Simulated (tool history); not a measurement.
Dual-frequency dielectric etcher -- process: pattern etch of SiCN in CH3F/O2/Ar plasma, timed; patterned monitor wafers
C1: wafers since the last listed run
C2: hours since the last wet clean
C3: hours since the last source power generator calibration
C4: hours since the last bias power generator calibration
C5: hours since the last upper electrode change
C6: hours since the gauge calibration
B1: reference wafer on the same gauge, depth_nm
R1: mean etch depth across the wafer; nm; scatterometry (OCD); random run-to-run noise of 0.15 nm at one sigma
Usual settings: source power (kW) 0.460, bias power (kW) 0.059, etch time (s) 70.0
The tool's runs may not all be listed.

{"run": 1, "day": 0.0, "source power (kW)": 0.46, "bias power (kW)": 0.059, "etch time (s)": 70.0, "C1": 0, "C2": 273.0, "C3": 1228.2, "C4": 4057.6, "C5": 2125.4, "C6": 254.1, "B1": 24.11, "R1": 26.45}
{"run": 2, "day": 0.408, "source power (kW)": 0.46, "bias power (kW)": 0.054, "etch time (s)": 70.0, "C1": 168, "C2": 282.8, "C3": 1238.0, "C4": 4067.4, "C5": 2135.2, "C6": 263.9, "B1": 24.13, "R1": 25.19}
{"run": 3, "day": 1.004, "source power (kW)": 0.46, "bias power (kW)": 0.059, "etch time (s)": 86.5, "C1": 246, "C2": 297.1, "C3": 1252.3, "C4": 4081.7, "C5": 2149.5, "C6": 278.2, "B1": 24.11, "R1": 32.63}
{"run": 4, "day": 1.338, "source power (kW)": 0.46, "bias power (kW)": 0.059, "etch time (s)": 86.5, "C1": 137, "C2": 305.1, "C3": 1260.3, "C4": 4089.7, "C5": 2157.5, "C6": 286.2, "B1": 24.1, "R1": 32.62}
{"run": 5, "day": 1.683, "source power (kW)": 0.46, "bias power (kW)": 0.059, "etch time (s)": 70.0, "C1": 143, "C2": 313.4, "C3": 1268.6, "C4": 4098.0, "C5": 2165.8, "C6": 294.5, "B1": 24.1, "R1": 26.42}
{"run": 6, "day": 2.479, "source power (kW)": 0.46, "bias power (kW)": 0.059, "etch time (s)": 70.0, "C1": 329, "C2": 332.5, "C3": 1287.7, "C4": 4117.1, "C5": 2184.9, "C6": 313.6, "B1": 24.05, "R1": 26.37}
{"run": 7, "day": 3.221, "source power (kW)": 0.46, "bias power (kW)": 0.052, "etch time (s)": 70.0, "C1": 306, "C2": 350.3, "C3": 1305.5, "C4": 4134.9, "C5": 2202.7, "C6": 331.4, "B1": 24.13, "R1": 24.56}
{"run": 8, "day": 3.554, "source power (kW)": 0.46, "bias power (kW)": 0.052, "etch time (s)": 70.0, "C1": 137, "C2": 358.3, "C3": 1313.5, "C4": 4142.9, "C5": 2210.7, "C6": 339.4, "B1": 24.12, "R1": 24.58}
{"day": 4.362, "done": "gauge calibrated"}
{"day": 4.575, "done": "upper electrode replaced"}
{"run": 9, "day": 4.596, "source power (kW)": 0.46, "bias power (kW)": 0.059, "etch time (s)": 70.0, "C1": 17, "C2": 383.3, "C3": 1338.5, "C4": 4167.9, "C5": 0.5, "C6": 5.6, "B1": 24.13, "R1": 26.18}
{"run": 10, "day": 4.812, "source power (kW)": 0.46, "bias power (kW)": 0.059, "etch time (s)": 70.0, "C1": 89, "C2": 388.5, "C3": 1343.7, "C4": 4173.1, "C5": 5.7, "C6": 10.8, "B1": 24.04, "R1": 26.41}
{"run": 11, "day": 5.271, "source power (kW)": 0.46, "bias power (kW)": 0.059, "etch time (s)": 70.0, "C1": 189, "C2": 399.5, "C3": 1354.7, "C4": 4184.1, "C5": 16.7, "C6": 21.8, "B1": 24.15, "R1": 26.26}
{"day": 5.596, "done": "source power generator calibrated"}
{"run": 12, "day": 5.804, "source power (kW)": 0.46, "bias power (kW)": 0.059, "etch time (s)": 70.0, "C1": 151, "C2": 412.3, "C3": 5.0, "C4": 4196.9, "C5": 29.5, "C6": 34.6, "B1": 24.09, "R1": 26.09}
{"day": 6.412, "done": "bias power generator calibrated"}
{"run": 13, "day": 6.433, "source power (kW)": 0.46, "bias power (kW)": 0.059, "etch time (s)": 70.0, "C1": 191, "C2": 427.4, "C3": 20.1, "C4": 0.5, "C5": 44.6, "C6": 49.7, "B1": 24.1, "R1": 26.55}
{"run": 14, "day": 6.854, "source power (kW)": 0.49, "bias power (kW)": 0.051, "etch time (s)": 70.0, "C1": 174, "C2": 437.5, "C3": 30.2, "C4": 10.6, "C5": 54.7, "C6": 59.8, "B1": 24.12, "R1": 25.04}
{"run": 15, "day": 7.421, "source power (kW)": 0.55, "bias power (kW)": 0.059, "etch time (s)": 70.0, "C1": 234, "C2": 451.1, "C3": 43.8, "C4": 24.2, "C5": 68.3, "C6": 73.4, "B1": 24.06, "R1": 29.02}
{"run": 16, "day": 7.929, "source power (kW)": 0.46, "bias power (kW)": 0.059, "etch time (s)": 70.0, "C1": 210, "C2": 463.3, "C3": 56.0, "C4": 36.4, "C5": 80.5, "C6": 85.6, "B1": 24.09, "R1": 26.47}
{"run": 17, "day": 8.417, "source power (kW)": 0.54, "bias power (kW)": 0.059, "etch time (s)": 70.0, "C1": 201, "C2": 475.0, "C3": 67.7, "C4": 48.1, "C5": 92.2, "C6": 97.3, "B1": 24.13, "R1": 28.89}
{"run": 18, "day": 9.158, "source power (kW)": 0.46, "bias power (kW)": 0.059, "etch time (s)": 70.0, "C1": 306, "C2": 492.8, "C3": 85.5, "C4": 65.9, "C5": 110.0, "C6": 115.1, "B1": 24.11, "R1": 26.3}
{"run": 19, "day": 9.558, "source power (kW)": 0.53, "bias power (kW)": 0.064, "etch time (s)": 63.5, "C1": 165, "C2": 502.4, "C3": 95.1, "C4": 75.5, "C5": 119.6, "C6": 124.7, "B1": 24.08, "R1": 27.11}
{"run": 20, "day": 9.904, "source power (kW)": 0.46, "bias power (kW)": 0.065, "etch time (s)": 70.0, "C1": 143, "C2": 510.7, "C3": 103.4, "C4": 83.8, "C5": 127.9, "C6": 133.0, "B1": 24.09, "R1": 27.53}
{"day": 11.196, "done": "wet clean of the chamber"}
{"run": 21, "day": 11.217, "source power (kW)": 0.35, "bias power (kW)": 0.064, "etch time (s)": 91.0, "C1": 129, "C2": 0.5, "C3": 134.9, "C4": 115.3, "C5": 159.4, "C6": 164.5, "B1": 24.08, "R1": 29.89}
{"run": 22, "day": 11.229, "source power (kW)": 0.53, "bias power (kW)": 0.064, "etch time (s)": 63.5, "C1": 5, "C2": 0.8, "C3": 135.2, "C4": 115.6, "C5": 159.7, "C6": 164.8, "B1": 24.05, "R1": 27.12}
{"run": 23, "day": 11.671, "source power (kW)": 0.46, "bias power (kW)": 0.069, "etch time (s)": 80.0, "C1": 182, "C2": 11.4, "C3": 145.8, "C4": 126.2, "C5": 170.3, "C6": 175.4, "B1": 24.02, "R1": 32.3}
{"run": 24, "day": 12.146, "source power (kW)": 0.46, "bias power (kW)": 0.044, "etch time (s)": 70.0, "C1": 196, "C2": 22.8, "C3": 157.2, "C4": 137.6, "C5": 181.7, "C6": 186.8, "B1": 24.06, "R1": 22.27}
{"run": 25, "day": 12.775, "source power (kW)": 0.4, "bias power (kW)": 0.064, "etch time (s)": 82.0, "C1": 260, "C2": 37.9, "C3": 172.3, "C4": 152.7, "C5": 196.8, "C6": 201.9, "B1": 24.12, "R1": 29.32}
{"run": 26, "day": 13.417, "source power (kW)": 0.46, "bias power (kW)": 0.047, "etch time (s)": 70.0, "C1": 265, "C2": 53.3, "C3": 187.7, "C4": 168.1, "C5": 212.2, "C6": 217.3, "B1": 24.18, "R1": 23.3}
{"run": 27, "day": 14.108, "source power (kW)": 0.46, "bias power (kW)": 0.044, "etch time (s)": 81.0, "C1": 286, "C2": 69.9, "C3": 204.3, "C4": 184.7, "C5": 228.8, "C6": 233.9, "B1": 24.13, "R1": 25.71}

Alternative continuations, all from the tool just after run 27; predict every row:
{"run": "A", "day": 14.125, "source power (kW)": 0.46, "bias power (kW)": 0.059, "etch time (s)": 70.0, "C1": 6, "C2": 70.3, "C3": 204.7, "C4": 185.1, "C5": 229.2, "C6": 234.3, "B1": "?", "R1": "?"}
{"run": "B", "day": 14.125, "source power (kW)": 0.46, "bias power (kW)": 0.048, "etch time (s)": 56.0, "C1": 6, "C2": 70.3, "C3": 204.7, "C4": 185.1, "C5": 229.2, "C6": 234.3, "B1": "?", "R1": "?"}
{"run": "C", "day": 14.125, "source power (kW)": 0.46, "bias power (kW)": 0.053, "etch time (s)": 70.0, "C1": 6, "C2": 70.3, "C3": 204.7, "C4": 185.1, "C5": 229.2, "C6": 234.3, "B1": "?", "R1": "?"}
{"run": "D", "day": 14.125, "source power (kW)": 0.46, "bias power (kW)": 0.068, "etch time (s)": 58.5, "C1": 6, "C2": 70.3, "C3": 204.7, "C4": 185.1, "C5": 229.2, "C6": 234.3, "B1": "?", "R1": "?"}

run=A B1=24.16 R1=26.18
run=B B1=24.16 R1=18.71
run=C B1=24.16 R1=24.71
run=D B1=24.16 R1=23.58
Had the tool no hidden state, the same runs would have come out as:
run=A R1=26.18
run=B R1=18.71
run=C R1=24.71
run=D R1=23.58
